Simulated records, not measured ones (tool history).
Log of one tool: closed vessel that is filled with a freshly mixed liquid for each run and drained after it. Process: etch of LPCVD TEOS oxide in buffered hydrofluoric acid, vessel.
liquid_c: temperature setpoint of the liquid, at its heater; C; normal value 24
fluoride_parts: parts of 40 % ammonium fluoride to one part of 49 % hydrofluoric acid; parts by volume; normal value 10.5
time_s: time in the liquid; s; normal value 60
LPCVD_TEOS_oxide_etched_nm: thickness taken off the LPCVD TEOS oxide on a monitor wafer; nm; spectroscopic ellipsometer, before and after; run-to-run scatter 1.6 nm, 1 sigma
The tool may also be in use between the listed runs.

run    hour  liquid_c  fluoride_parts  time_s  read-back film thickness of the LPCVD TEOS oxide reference wafer, read on the same gauge (nm)  LPCVD_TEOS_oxide_etched_nm
  1       0        24            10.5      60                                                                                             40                      168.64
  2      64        24            13.5      50                                                                                          39.99                       111.2
  3   223.6        24            13.5      50                                                                                          40.04                      110.85
  4   432.1        24            10.5      60                                                                                          39.98                      173.75
  5   487.3        24            10.5      60                                                                                          40.01                      167.73
  6   555.2        24            10.5      40                                                                                             40                       112.9
        603  -- hydrofluoric acid flow meter replaced
      603.9  -- gauge calibrated
  7   617.8        24            10.5      40                                                                                          40.01                      113.49
  8   665.1        24            10.5      40                                                                                          39.99                      113.56
  9   714.5        22            10.5      60                                                                                          40.02                      156.73
 10   777.4        22            10.5      60                                                                                          40.01                      157.93
 11   851.5        22            10.5      60                                                                                          39.98                      153.87
 12   918.5        24            10.5      60                                                                                          39.99                      172.75
 13     953        24            10.5      60                                                                                          40.01                      169.37
 14  1012.1        27            10.5      45                                                                                          40.01                      152.01
     1060.2  -- thermometer replaced
 15  1102.2        24            10.5      60                                                                                          39.98                      182.19
 16  1300.1        24            10.5      60                                                                                          40.01                      181.06
 17  1341.1        24            10.5      45                                                                                          39.99                      135.17
 18  1409.1      21.5            10.5      60                                                                                          40.02                      158.05
 19  1472.6      19.5            14.5      30                                                                                          39.98                        51.2
 20  1521.7        24             8.5      60                                                                                          40.02                      211.35
     1557.8  -- thermometer replaced, repeated, since the last time left the tool worse
 21  1568.9        24            10.5      75                                                                                          39.99                      202.09
 22  1636.5        24            10.5      60                                                                                          39.99                      167.59
 23  1698.9        24              12      45                                                                                          40.04                      107.55
 24  1737.7      25.5             8.5      30                                                                                             40                      105.69
 25  1807.6        24            13.5      75                                                                                          39.97                      160.72
 26  1862.8        22              13      30                                                                                          39.99                       60.88
 27  1911.6        24            12.5      35                                                                                             40                       81.86
 28    1980      21.5            10.5      75                                                                                          40.01                      181.66
 29    2034      25.5             8.5      75                                                                                             40                      271.58
       2072  -- gauge calibrated
 30  2098.7        24              13      95                                                                                          39.98                      214.51
 31  2169.2        24            10.5      60                                                                                             40                      166.71
 32  2197.9      28.5            10.5      90                                                                                          40.02                      314.48

Exercise: give the hidden state of the tool at every run:
hydrofluoric acid flow below the setpoint (%): 0 across all the runs
gauge reads high (%): 0 across all the runs
H1: liquid hotter than its thermometer reads (K)
run      H1
  1   0.563
  2   0.582
  3   0.629
  4   0.691
  5   0.707
  6   0.727
  7   0.746
  8    0.76
  9   0.774
 10   0.793
 11   0.815
 12   0.834
 13   0.845
 14   0.862
 15    1.65
 16    1.71
 17    1.72
 18    1.74
 19    1.76
 20    1.77
 21  0.0394
 22  0.0594
 23  0.0779
 24  0.0894
 25    0.11
 26   0.126
 27   0.141
 28   0.161
 29   0.177
 30   0.196
 31   0.217
 32   0.225
